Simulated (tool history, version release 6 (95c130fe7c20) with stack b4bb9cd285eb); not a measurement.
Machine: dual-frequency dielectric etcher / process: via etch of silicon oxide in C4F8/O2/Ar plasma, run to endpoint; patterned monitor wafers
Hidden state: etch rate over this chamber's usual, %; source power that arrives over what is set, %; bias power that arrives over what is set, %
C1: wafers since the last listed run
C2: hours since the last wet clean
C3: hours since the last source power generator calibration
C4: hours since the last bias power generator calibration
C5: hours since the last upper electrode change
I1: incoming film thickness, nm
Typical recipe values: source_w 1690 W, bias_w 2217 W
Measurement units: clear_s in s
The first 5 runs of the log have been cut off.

run 6 hour=200.5 | source_w=1690 bias_w=2217 | C1=127 C2=144.5 C3=2337.2 C4=959.4 C5=3603.9 | I1=1139.5 | clear_s=238.6
run 7 hour=252 | source_w=1690 bias_w=2217 | C1=144 C2=196 C3=2388.7 C4=1010.9 C5=3655.4 | I1=1152.1 | clear_s=238.9
run 8 hour=288.9 | source_w=1690 bias_w=2217 | C1=103 C2=232.9 C3=2425.6 C4=1047.8 C5=3692.3 | I1=1151.5 | clear_s=240.7
run 9 hour=353.6 | source_w=1500 bias_w=2217 | C1=181 C2=297.6 C3=2490.3 C4=1112.5 C5=3757 | I1=1144.9 | clear_s=251.3
run 10 hour=385.5 | source_w=1500 bias_w=2217 | C1=89 C2=329.5 C3=2522.2 C4=1144.4 C5=3788.9 | I1=1146.1 | clear_s=247.9
run 11 hour=455.6 | source_w=1690 bias_w=2217 | C1=196 C2=399.6 C3=2592.3 C4=1214.5 C5=3859 | I1=1148 | clear_s=234.3
-- hour=590.9 wet clean of the chamber
run 12 hour=643.8 | source_w=1690 bias_w=2217 | C1=461 C2=52.9 C3=2780.5 C4=1402.7 C5=4047.2 | I1=1142.1 | clear_s=239.9
-- hour=698.6 upper electrode replaced
run 13 hour=714 | source_w=1690 bias_w=2217 | C1=129 C2=123.1 C3=2850.7 C4=1472.9 C5=15.4 | I1=1142.4 | clear_s=235.9
run 14 hour=744.8 | source_w=1580 bias_w=2507 | C1=86 C2=153.9 C3=2881.5 C4=1503.7 C5=46.2 | I1=1141.8 | clear_s=234.3
run 15 hour=793.2 | source_w=1580 bias_w=2507 | C1=135 C2=202.3 C3=2929.9 C4=1552.1 C5=94.6 | I1=1150.5 | clear_s=236.6
run 16 hour=858 | source_w=1690 bias_w=2618 | C1=182 C2=267.1 C3=2994.7 C4=1616.9 C5=159.4 | I1=1148.9 | clear_s=226.2
run 17 hour=900.7 | source_w=1690 bias_w=2618 | C1=119 C2=309.8 C3=3037.4 C4=1659.6 C5=202.1 | I1=1156.3 | clear_s=227.5
run 18 hour=952.4 | source_w=1690 bias_w=2217 | C1=145 C2=361.5 C3=3089.1 C4=1711.3 C5=253.8 | I1=1140 | clear_s=234.8
-- hour=994 bias power generator calibrated
run 19 hour=1017.4 | source_w=1500 bias_w=2676 | C1=171 C2=426.5 C3=3154.1 C4=23.4 C5=318.8 | I1=1148.7 | clear_s=233.9
run 20 hour=1080.2 | source_w=1310 bias_w=2217 | C1=176 C2=489.3 C3=3216.9 C4=86.2 C5=381.6 | I1=1148.9 | clear_s=259
run 21 hour=1124.7 | source_w=1950 bias_w=2712 | C1=124 C2=533.8 C3=3261.4 C4=130.7 C5=426.1 | I1=1150.2 | clear_s=208.3
-- hour=1189.7 source power generator calibrated
-- hour=1213.6 wet clean of the chamber
run 22 hour=1214.1 | source_w=1990 bias_w=1836 | C1=172 C2=0.5 C3=24.4 C4=220.1 C5=515.5 | I1=1145.9 | clear_s=237.3
run 23 hour=1246.7 | source_w=1890 bias_w=1855 | C1=91 C2=33.1 C3=57 C4=252.7 C5=548.1 | I1=1164.9 | clear_s=243.9
run 24 hour=1289.5 | source_w=1690 bias_w=1847 | C1=120 C2=75.9 C3=99.8 C4=295.5 C5=590.9 | I1=1145.4 | clear_s=253.6
run 25 hour=1353.2 | source_w=1690 bias_w=2217 | C1=178 C2=139.6 C3=163.5 C4=359.2 C5=654.6 | I1=1144.1 | clear_s=238
run 26 hour=1417.4 | source_w=1690 bias_w=2048 | C1=180 C2=203.8 C3=227.7 C4=423.4 C5=718.8 | I1=1148.4 | clear_s=244.2
run 27 hour=1477.9 | source_w=1470 bias_w=2738 | C1=169 C2=264.3 C3=288.2 C4=483.9 C5=779.3 | I1=1151.1 | clear_s=233.5

The next listed run, before its measurement:
run 28 hour=1528.1 | source_w=1690 bias_w=2425 | C1=141 C2=314.5 C3=338.4 C4=534.1 C5=829.5 | I1=1151.7 | clear_s=?

Logged for run 28: clear_s 231.3 s.
If the tool had no hidden condition, the same run with the same run-to-run variation would have returned clear_s 235.4 s.
